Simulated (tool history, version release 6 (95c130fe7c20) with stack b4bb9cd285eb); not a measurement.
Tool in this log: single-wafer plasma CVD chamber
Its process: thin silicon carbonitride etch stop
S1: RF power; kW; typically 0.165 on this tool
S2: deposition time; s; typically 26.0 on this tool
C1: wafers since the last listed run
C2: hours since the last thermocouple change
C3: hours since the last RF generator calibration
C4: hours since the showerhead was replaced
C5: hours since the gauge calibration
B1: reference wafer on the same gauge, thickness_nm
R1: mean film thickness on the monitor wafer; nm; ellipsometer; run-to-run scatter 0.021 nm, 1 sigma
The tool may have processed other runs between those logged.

{"run": 1, "hour": 0.0, "S1": 0.165, "S2": 26.0, "C1": 0, "C2": 990.6, "C3": 81.8, "C4": 5199.6, "C5": 1867.5, "B1": 14.701, "R1": 14.225}
{"run": 2, "hour": 64.5, "S1": 0.165, "S2": 30.1, "C1": 1000, "C2": 1055.1, "C3": 146.3, "C4": 5264.1, "C5": 1932.0, "B1": 14.697, "R1": 16.479}
{"run": 3, "hour": 108.2, "S1": 0.165, "S2": 30.1, "C1": 677, "C2": 1098.8, "C3": 190.0, "C4": 5307.8, "C5": 1975.7, "B1": 14.696, "R1": 16.502}
{"run": 4, "hour": 167.3, "S1": 0.165, "S2": 30.1, "C1": 916, "C2": 1157.9, "C3": 249.1, "C4": 5366.9, "C5": 2034.8, "B1": 14.697, "R1": 16.465}
{"run": 5, "hour": 207.9, "S1": 0.175, "S2": 26.0, "C1": 629, "C2": 1198.5, "C3": 289.7, "C4": 5407.5, "C5": 2075.4, "B1": 14.7, "R1": 14.469}
{"run": 6, "hour": 276.3, "S1": 0.165, "S2": 22.1, "C1": 1060, "C2": 1266.9, "C3": 358.1, "C4": 5475.9, "C5": 2143.8, "B1": 14.706, "R1": 12.105}
{"run": 7, "hour": 344.0, "S1": 0.165, "S2": 22.1, "C1": 1049, "C2": 1334.6, "C3": 425.8, "C4": 5543.6, "C5": 2211.5, "B1": 14.7, "R1": 12.091}
{"run": 8, "hour": 382.5, "S1": 0.165, "S2": 26.0, "C1": 596, "C2": 1373.1, "C3": 464.3, "C4": 5582.1, "C5": 2250.0, "B1": 14.698, "R1": 14.258}
{"hour": 410.9, "done": "gauge calibrated"}
{"run": 9, "hour": 442.4, "S1": 0.165, "S2": 28.9, "C1": 928, "C2": 1433.0, "C3": 524.2, "C4": 5642.0, "C5": 31.5, "B1": 14.704, "R1": 15.751}
{"run": 10, "hour": 502.4, "S1": 0.165, "S2": 28.9, "C1": 930, "C2": 1493.0, "C3": 584.2, "C4": 5702.0, "C5": 91.5, "B1": 14.694, "R1": 15.758}
{"run": 11, "hour": 562.7, "S1": 0.165, "S2": 28.9, "C1": 934, "C2": 1553.3, "C3": 644.5, "C4": 5762.3, "C5": 151.8, "B1": 14.695, "R1": 15.7}
{"run": 12, "hour": 595.6, "S1": 0.165, "S2": 29.6, "C1": 510, "C2": 1586.2, "C3": 677.4, "C4": 5795.2, "C5": 184.7, "B1": 14.695, "R1": 16.108}
{"run": 13, "hour": 662.9, "S1": 0.165, "S2": 29.6, "C1": 1043, "C2": 1653.5, "C3": 744.7, "C4": 5862.5, "C5": 252.0, "B1": 14.694, "R1": 16.06}
{"run": 14, "hour": 728.5, "S1": 0.165, "S2": 26.0, "C1": 1017, "C2": 1719.1, "C3": 810.3, "C4": 5928.1, "C5": 317.6, "B1": 14.697, "R1": 14.108}
{"run": 15, "hour": 774.4, "S1": 0.185, "S2": 29.6, "C1": 711, "C2": 1765.0, "C3": 856.2, "C4": 5974.0, "C5": 363.5, "B1": 14.706, "R1": 16.54}
{"run": 16, "hour": 806.4, "S1": 0.145, "S2": 29.5, "C1": 496, "C2": 1797.0, "C3": 888.2, "C4": 6006.0, "C5": 395.5, "B1": 14.694, "R1": 15.446}
{"hour": 874.4, "done": "thermocouple changed; heater temperature recalibrated"}
{"run": 17, "hour": 876.5, "S1": 0.19, "S2": 28.3, "C1": 962, "C2": 2.1, "C3": 958.3, "C4": 6076.1, "C5": 465.6, "B1": 14.702, "R1": 15.889}
{"hour": 954.7, "done": "RF generator calibrated"}
{"run": 18, "hour": 1086.1, "S1": 0.145, "S2": 26.0, "C1": 3125, "C2": 211.7, "C3": 131.4, "C4": 6285.7, "C5": 675.2, "B1": 14.698, "R1": 13.716}
{"run": 19, "hour": 1114.8, "S1": 0.18, "S2": 23.5, "C1": 444, "C2": 240.4, "C3": 160.1, "C4": 6314.4, "C5": 703.9, "B1": 14.698, "R1": 13.198}
{"hour": 1174.3, "done": "showerhead replaced"}
{"run": 20, "hour": 1180.4, "S1": 0.145, "S2": 21.2, "C1": 893, "C2": 306.0, "C3": 225.7, "C4": 6.1, "C5": 769.5, "B1": 14.697, "R1": 11.214}
{"run": 21, "hour": 1211.4, "S1": 0.19, "S2": 29.0, "C1": 480, "C2": 337.0, "C3": 256.7, "C4": 37.1, "C5": 800.5, "B1": 14.7, "R1": 16.472}
{"run": 22, "hour": 1243.8, "S1": 0.165, "S2": 26.0, "C1": 502, "C2": 369.4, "C3": 289.1, "C4": 69.5, "C5": 832.9, "B1": 14.701, "R1": 14.236}
{"run": 23, "hour": 1288.5, "S1": 0.14, "S2": 29.6, "C1": 693, "C2": 414.1, "C3": 333.8, "C4": 114.2, "C5": 877.6, "B1": 14.7, "R1": 15.492}
{"run": 24, "hour": 1337.9, "S1": 0.165, "S2": 26.0, "C1": 765, "C2": 463.5, "C3": 383.2, "C4": 163.6, "C5": 927.0, "B1": 14.694, "R1": 14.252}
{"run": 25, "hour": 1396.2, "S1": 0.165, "S2": 26.0, "C1": 903, "C2": 521.8, "C3": 441.5, "C4": 221.9, "C5": 985.3, "B1": 14.706, "R1": 14.193}
{"run": 26, "hour": 1450.5, "S1": 0.165, "S2": 31.1, "C1": 841, "C2": 576.1, "C3": 495.8, "C4": 276.2, "C5": 1039.6, "B1": 14.702, "R1": 16.97}

Forecast run 27:
{"run": 27, "hour": 1505.7, "S1": 0.185, "S2": 29.6, "C1": 855, "C2": 631.3, "C3": 551.0, "C4": 331.4, "C5": 1094.8, "B1": "?", "R1": "?"}

{"run 27": {"B1": 14.703, "R1": 16.608}}
Minus the tool's unlogged condition, the same run would have read R1 16.707 nm.

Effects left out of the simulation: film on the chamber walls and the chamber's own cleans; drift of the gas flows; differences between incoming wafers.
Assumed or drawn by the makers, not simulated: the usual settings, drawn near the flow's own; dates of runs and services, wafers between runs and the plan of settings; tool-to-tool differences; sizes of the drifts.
